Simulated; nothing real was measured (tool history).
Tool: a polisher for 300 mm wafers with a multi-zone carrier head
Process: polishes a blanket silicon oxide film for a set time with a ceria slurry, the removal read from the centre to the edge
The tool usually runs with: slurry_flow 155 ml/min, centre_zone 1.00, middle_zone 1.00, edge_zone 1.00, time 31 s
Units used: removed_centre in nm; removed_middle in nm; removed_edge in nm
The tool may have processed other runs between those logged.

| run | hour | slurry_flow | centre_zone | middle_zone | edge_zone | time | wafers since the last listed run | wafers polished on this pad | hours since the slurry nozzle was cleaned | hours since the centre zone pressure was calibrated | hours since the edge zone pressure was calibrated | hours since the carrier head's membrane was replaced | incoming thickness of the incoming film, nm | removed_centre | removed_middle | removed_edge |
|---|---|---|---|---|---|---|---|---|---|---|---|---|---|---|---|---|
| 1 | 0.0 | 155 | 1.00 | 1.00 | 0.94 | 31 | 0 | 2909 | 184.1 | 803.5 | 623.8 | 751.2 | 945.8 | 83.4 | 86.5 | 86.9 |
|  | 5.4 | worn pad replaced by a new one |
|  | 14.8 | edge zone pressure recalibrated |
| 2 | 47.2 | 155 | 1.00 | 1.00 | 0.94 | 31 | 477 | 460 | 231.3 | 850.7 | 32.4 | 798.4 | 952.8 | 83.4 | 85.5 | 86.2 |
| 3 | 102.1 | 155 | 1.00 | 1.00 | 1.00 | 31 | 635 | 1096 | 286.2 | 905.6 | 87.3 | 853.3 | 977.2 | 82.3 | 84.0 | 85.0 |
|  | 134.5 | slurry nozzle cleaned |
| 4 | 143.9 | 155 | 1.00 | 1.00 | 1.00 | 31 | 472 | 1569 | 9.4 | 947.4 | 129.1 | 895.1 | 954.8 | 92.4 | 94.6 | 91.5 |
| 5 | 186.5 | 155 | 1.00 | 1.00 | 1.00 | 31 | 493 | 2062 | 52.0 | 990.0 | 171.7 | 937.7 | 969.0 | 88.0 | 87.0 | 91.4 |
|  | 224.3 | worn pad replaced by a new one |
| 6 | 227.6 | 180 | 1.00 | 1.00 | 1.00 | 39 | 429 | 37 | 93.1 | 1031.1 | 212.8 | 978.8 | 949.6 | 113.5 | 112.4 | 111.8 |
| 7 | 252.5 | 180 | 1.00 | 1.00 | 1.00 | 39 | 288 | 326 | 118.0 | 1056.0 | 237.7 | 1003.7 | 975.4 | 112.6 | 113.4 | 112.1 |
| 8 | 289.3 | 170 | 1.00 | 1.00 | 1.00 | 31 | 426 | 752 | 154.8 | 1092.8 | 274.5 | 1040.5 | 964.9 | 88.7 | 86.5 | 87.2 |
|  | 372.4 | slurry nozzle cleaned |
| 9 | 420.7 | 155 | 1.00 | 1.00 | 0.94 | 31 | 1510 | 2262 | 48.3 | 1224.2 | 405.9 | 1171.9 | 951.9 | 89.3 | 90.1 | 88.5 |
|  | 441.3 | worn pad replaced by a new one, of another model than before |
| 10 | 466.1 | 110 | 1.00 | 0.94 | 1.10 | 24 | 479 | 287 | 93.7 | 1269.6 | 451.3 | 1217.3 | 962.9 | 50.4 | 49.7 | 61.2 |
| 11 | 531.2 | 185 | 1.03 | 1.07 | 1.00 | 31 | 753 | 1041 | 158.8 | 1334.7 | 516.4 | 1282.4 | 952.5 | 85.9 | 87.1 | 86.4 |
| 12 | 567.2 | 125 | 0.93 | 1.00 | 1.00 | 31 | 416 | 1457 | 194.8 | 1370.7 | 552.4 | 1318.4 | 966.4 | 58.0 | 67.9 | 73.4 |
| 13 | 592.4 | 155 | 1.00 | 1.00 | 1.00 | 31 | 291 | 1749 | 220.0 | 1395.9 | 577.6 | 1343.6 | 969.2 | 72.5 | 75.3 | 80.8 |
|  | 600.7 | centre zone pressure recalibrated |
|  | 609.9 | carrier head's membrane replaced by a new one |
| 14 | 655.7 | 155 | 0.93 | 1.00 | 1.10 | 31 | 652 | 2401 | 283.3 | 55.0 | 640.9 | 45.8 | 970.4 | 65.4 | 72.9 | 82.6 |
|  | 665.5 | edge zone pressure recalibrated |
|  | 676.1 | slurry nozzle cleaned |
|  | 689.6 | worn pad replaced by a new one |
| 15 | 694.1 | 135 | 1.07 | 1.04 | 1.00 | 41 | 363 | 52 | 18.0 | 93.4 | 28.6 | 84.2 | 945.0 | 121.2 | 119.5 | 116.4 |
| 16 | 757.1 | 155 | 1.00 | 1.00 | 1.00 | 26 | 729 | 781 | 81.0 | 156.4 | 91.6 | 147.2 | 958.5 | 69.3 | 70.7 | 71.4 |
| 17 | 794.7 | 125 | 1.00 | 1.00 | 1.00 | 31 | 435 | 1217 | 118.6 | 194.0 | 129.2 | 184.8 | 969.2 | 68.6 | 69.8 | 76.2 |
| 18 | 859.0 | 155 | 1.08 | 1.00 | 1.00 | 36 | 744 | 1962 | 182.9 | 258.3 | 193.5 | 249.1 | 946.4 | 93.2 | 87.7 | 92.4 |
|  | 922.7 | slurry nozzle cleaned |
| 19 | 930.5 | 155 | 1.07 | 1.08 | 0.88 | 23 | 816 | 2778 | 7.8 | 329.8 | 265.0 | 320.6 | 957.4 | 72.2 | 73.3 | 64.6 |
|  | 959.4 | worn pad replaced by a new one |
| 20 | 970.7 | 155 | 0.96 | 1.00 | 1.09 | 31 | 419 | 130 | 48.0 | 370.0 | 305.2 | 360.8 | 966.2 | 82.7 | 87.7 | 90.6 |
| 21 | 1039.6 | 155 | 1.00 | 1.00 | 1.00 | 31 | 797 | 928 | 116.9 | 438.9 | 374.1 | 429.7 | 943.6 | 79.3 | 79.9 | 84.9 |

Consider 5 possible next runs. They are alternatives, not a sequence: every one starts from the tool as it was left by run 21. What does each give?
| A | 1040.0 | 155 | 1.00 | 0.90 | 1.00 | 31 | 4 | 933 | 117.3 | 439.3 | 374.5 | 430.1 | 955.0 | ? | ? | ? |
| B | 1040.0 | 155 | 1.00 | 1.07 | 1.00 | 31 | 4 | 933 | 117.3 | 439.3 | 374.5 | 430.1 | 955.0 | ? | ? | ? |
| C | 1040.0 | 180 | 1.00 | 1.00 | 1.00 | 31 | 4 | 933 | 117.3 | 439.3 | 374.5 | 430.1 | 955.0 | ? | ? | ? |
| D | 1040.0 | 155 | 0.91 | 1.00 | 1.00 | 31 | 4 | 933 | 117.3 | 439.3 | 374.5 | 430.1 | 955.0 | ? | ? | ? |
| E | 1040.0 | 155 | 1.00 | 1.00 | 1.09 | 31 | 4 | 933 | 117.3 | 439.3 | 374.5 | 430.1 | 955.0 | ? | ? | ? |

| run | removed_centre | removed_middle | removed_edge |
|---|---|---|---|
| A | 77.4 | 73.8 | 83.0 |
| B | 77.5 | 85.4 | 82.9 |
| C | 83.0 | 85.7 | 86.3 |
| D | 70.8 | 80.7 | 82.9 |
| E | 77.4 | 80.6 | 85.7 |
What these runs would have given with no unlogged condition in the tool:
| run | removed_centre | removed_middle | removed_edge |
|---|---|---|---|
| A | 92.2 | 86.1 | 92.3 |
| B | 92.3 | 99.6 | 92.1 |
| C | 95.9 | 97.2 | 94.4 |
| D | 84.4 | 94.0 | 92.2 |
| E | 92.3 | 94.0 | 95.2 |
